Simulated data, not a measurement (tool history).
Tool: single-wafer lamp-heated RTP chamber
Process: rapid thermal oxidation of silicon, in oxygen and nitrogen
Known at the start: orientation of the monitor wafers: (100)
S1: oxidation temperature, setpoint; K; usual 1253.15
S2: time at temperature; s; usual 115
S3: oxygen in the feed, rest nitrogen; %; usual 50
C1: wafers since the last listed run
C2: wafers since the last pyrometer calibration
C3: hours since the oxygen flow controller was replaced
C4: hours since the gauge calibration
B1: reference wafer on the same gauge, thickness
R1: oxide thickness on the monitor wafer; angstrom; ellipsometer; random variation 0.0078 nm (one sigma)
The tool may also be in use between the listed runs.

{"run": 1, "day": 0.0, "S1": 1253.15, "S2": 115, "S3": 50, "C1": 0, "C2": 4322, "C3": 5206.4, "C4": 324.2, "B1": 4.14, "R1": 51.93}
{"run": 2, "day": 0.408, "S1": 1253.15, "S2": 115, "S3": 50, "C1": 109, "C2": 4432, "C3": 5216.2, "C4": 334, "B1": 4.139, "R1": 51.93}
{"run": 3, "day": 1.358, "S1": 1253.15, "S2": 115, "S3": 50, "C1": 254, "C2": 4686, "C3": 5239, "C4": 356.8, "B1": 4.143, "R1": 51.93}
{"run": 4, "day": 1.758, "S1": 1253.15, "S2": 115, "S3": 50, "C1": 107, "C2": 4794, "C3": 5248.6, "C4": 366.4, "B1": 4.14, "R1": 51.91}
{"run": 5, "day": 2.396, "S1": 1253.15, "S2": 115, "S3": 50, "C1": 170, "C2": 4964, "C3": 5263.9, "C4": 381.7, "B1": 4.143, "R1": 51.76}
{"run": 6, "day": 3.05, "S1": 1253.15, "S2": 115, "S3": 50, "C1": 175, "C2": 5140, "C3": 5279.6, "C4": 397.4, "B1": 4.142, "R1": 51.95}
{"day": 3.775, "done": "oxygen flow controller replaced"}
{"run": 7, "day": 3.796, "S1": 1253.15, "S2": 115, "S3": 50, "C1": 110, "C2": 5250, "C3": 0.5, "C4": 415.3, "B1": 4.14, "R1": 52.1}
{"run": 8, "day": 4.738, "S1": 1253.15, "S2": 115, "S3": 50, "C1": 252, "C2": 5503, "C3": 23.1, "C4": 437.9, "B1": 4.139, "R1": 52.04}
{"run": 9, "day": 5.454, "S1": 1253.15, "S2": 115, "S3": 50, "C1": 192, "C2": 5695, "C3": 40.3, "C4": 455.1, "B1": 4.141, "R1": 52.06}
{"run": 10, "day": 5.867, "S1": 1253.15, "S2": 115, "S3": 50, "C1": 110, "C2": 5805, "C3": 50.2, "C4": 465, "B1": 4.14, "R1": 52.05}
{"run": 11, "day": 7.075, "S1": 1253.15, "S2": 115, "S3": 50, "C1": 323, "C2": 6129, "C3": 79.2, "C4": 494, "B1": 4.14, "R1": 52.08}
{"run": 12, "day": 7.617, "S1": 1253.15, "S2": 115, "S3": 50, "C1": 145, "C2": 6275, "C3": 92.2, "C4": 507, "B1": 4.139, "R1": 52.13}
{"day": 7.971, "done": "gauge calibrated"}
{"run": 13, "day": 8.312, "S1": 1253.15, "S2": 115, "S3": 50, "C1": 186, "C2": 6461, "C3": 108.9, "C4": 8.2, "B1": 4.14, "R1": 52.06}
{"run": 14, "day": 8.608, "S1": 1266.15, "S2": 128, "S3": 50, "C1": 79, "C2": 6540, "C3": 116, "C4": 15.3, "B1": 4.14, "R1": 60.23}
{"run": 15, "day": 9.112, "S1": 1243.15, "S2": 115, "S3": 67, "C1": 135, "C2": 6675, "C3": 128.1, "C4": 27.4, "B1": 4.14, "R1": 53.42}
{"run": 16, "day": 9.783, "S1": 1253.15, "S2": 77, "S3": 34, "C1": 179, "C2": 6855, "C3": 144.2, "C4": 43.5, "B1": 4.141, "R1": 38.95}
{"run": 17, "day": 10.346, "S1": 1253.15, "S2": 115, "S3": 50, "C1": 150, "C2": 7006, "C3": 157.7, "C4": 57, "B1": 4.141, "R1": 52.21}
{"run": 18, "day": 10.762, "S1": 1244.15, "S2": 80, "S3": 34, "C1": 111, "C2": 7118, "C3": 167.7, "C4": 67, "B1": 4.139, "R1": 37.29}
{"run": 19, "day": 11.4, "S1": 1253.15, "S2": 84, "S3": 50, "C1": 170, "C2": 7289, "C3": 183, "C4": 82.3, "B1": 4.142, "R1": 45.66}
{"run": 20, "day": 11.95, "S1": 1277.15, "S2": 58, "S3": 22, "C1": 147, "C2": 7436, "C3": 196.2, "C4": 95.5, "B1": 4.142, "R1": 35.78}
{"run": 21, "day": 12.496, "S1": 1253.15, "S2": 115, "S3": 28, "C1": 146, "C2": 7582, "C3": 209.3, "C4": 108.6, "B1": 4.142, "R1": 43.09}
{"run": 22, "day": 13.033, "S1": 1253.15, "S2": 115, "S3": 50, "C1": 144, "C2": 7726, "C3": 222.2, "C4": 121.5, "B1": 4.139, "R1": 52.36}
{"run": 23, "day": 13.471, "S1": 1269.15, "S2": 115, "S3": 30, "C1": 117, "C2": 7844, "C3": 232.7, "C4": 132, "B1": 4.14, "R1": 49.31}
{"run": 24, "day": 14.146, "S1": 1253.15, "S2": 115, "S3": 75, "C1": 180, "C2": 8025, "C3": 248.9, "C4": 148.2, "B1": 4.141, "R1": 60.31}
{"run": 25, "day": 14.892, "S1": 1253.15, "S2": 115, "S3": 62, "C1": 199, "C2": 8225, "C3": 266.8, "C4": 166.1, "B1": 4.141, "R1": 56.26}
{"run": 26, "day": 15.371, "S1": 1266.15, "S2": 115, "S3": 66, "C1": 128, "C2": 8353, "C3": 278.3, "C4": 177.6, "B1": 4.14, "R1": 63.37}
{"day": 16.025, "done": "pyrometer window cleaned and pyrometer calibrated"}
{"run": 27, "day": 16.046, "S1": 1268.15, "S2": 155, "S3": 70, "C1": 91, "C2": 5, "C3": 294.5, "C4": 193.8, "B1": 4.138, "R1": 74.41}
{"run": 28, "day": 16.233, "S1": 1282.15, "S2": 115, "S3": 50, "C1": 50, "C2": 55, "C3": 299, "C4": 198.3, "B1": 4.14, "R1": 63.91}
{"run": 29, "day": 16.842, "S1": 1279.15, "S2": 134, "S3": 40, "C1": 163, "C2": 218, "C3": 313.6, "C4": 212.9, "B1": 4.141, "R1": 61.91}
{"run": 30, "day": 17.271, "S1": 1270.15, "S2": 98, "S3": 73, "C1": 115, "C2": 333, "C3": 323.9, "C4": 223.2, "B1": 4.138, "R1": 62.16}
{"run": 31, "day": 18.338, "S1": 1253.15, "S2": 115, "S3": 31, "C1": 285, "C2": 619, "C3": 349.5, "C4": 248.8, "B1": 4.141, "R1": 44.28}
{"run": 32, "day": 19.079, "S1": 1253.15, "S2": 145, "S3": 50, "C1": 198, "C2": 818, "C3": 367.3, "C4": 266.6, "B1": 4.139, "R1": 57.27}
{"run": 33, "day": 19.554, "S1": 1226.15, "S2": 169, "S3": 50, "C1": 127, "C2": 945, "C3": 378.7, "C4": 278, "B1": 4.143, "R1": 49.95}
{"run": 34, "day": 20.033, "S1": 1230.15, "S2": 74, "S3": 63, "C1": 128, "C2": 1074, "C3": 390.2, "C4": 289.5, "B1": 4.139, "R1": 39.27}
{"run": 35, "day": 20.717, "S1": 1253.15, "S2": 115, "S3": 50, "C1": 183, "C2": 1257, "C3": 406.6, "C4": 305.9, "B1": 4.143, "R1": 51.84}
{"run": 36, "day": 21.017, "S1": 1243.15, "S2": 145, "S3": 50, "C1": 80, "C2": 1337, "C3": 413.8, "C4": 313.1, "B1": 4.139, "R1": 53.02}
{"run": 37, "day": 21.338, "S1": 1253.15, "S2": 115, "S3": 50, "C1": 85, "C2": 1423, "C3": 421.5, "C4": 320.8, "B1": 4.141, "R1": 51.76}
{"run": 38, "day": 21.642, "S1": 1253.15, "S2": 115, "S3": 50, "C1": 81, "C2": 1505, "C3": 428.8, "C4": 328.1, "B1": 4.14, "R1": 51.66}

Some steps in R1 between neighbouring runs. How much of each would the tool show without its hidden state too (settings, what came in, random variation), and how much is left for the hidden state, with any gauge scatter that isn't in both results?
The hidden state here: true wafer temperature minus pyrometer reading, K; deviation of the oxygen flow from its setpoint, %; gauge reads high (%).
Run 15 -> 16: S1 1243.15 -> 1253.15, S2 115 -> 77, S3 67 -> 34. R1 -14.47 angstrom: hidden state -0.16, all else -14.31.
Run 16 -> 17: S2 77 -> 115, S3 34 -> 50. R1 +13.26 angstrom: hidden state +0.18, all else +13.08.
Run 17 -> 18: S1 1253.15 -> 1244.15, S2 115 -> 80, S3 50 -> 34. R1 -14.92 angstrom: hidden state -0.17, all else -14.75.
Run 23 -> 24: S1 1269.15 -> 1253.15, S3 30 -> 75. R1 +11 angstrom: hidden state +0.2, all else +10.8.
Run 26 -> 27: S1 1266.15 -> 1268.15, S2 115 -> 155, S3 66 -> 70, pyrometer window cleaned and pyrometer calibrated. R1 +11.04 angstrom: hidden state -0.78, all else +11.82.
Run 30 -> 31: S1 1270.15 -> 1253.15, S2 98 -> 115, S3 73 -> 31. R1 -17.88 angstrom: hidden state -0.01, all else -17.87.
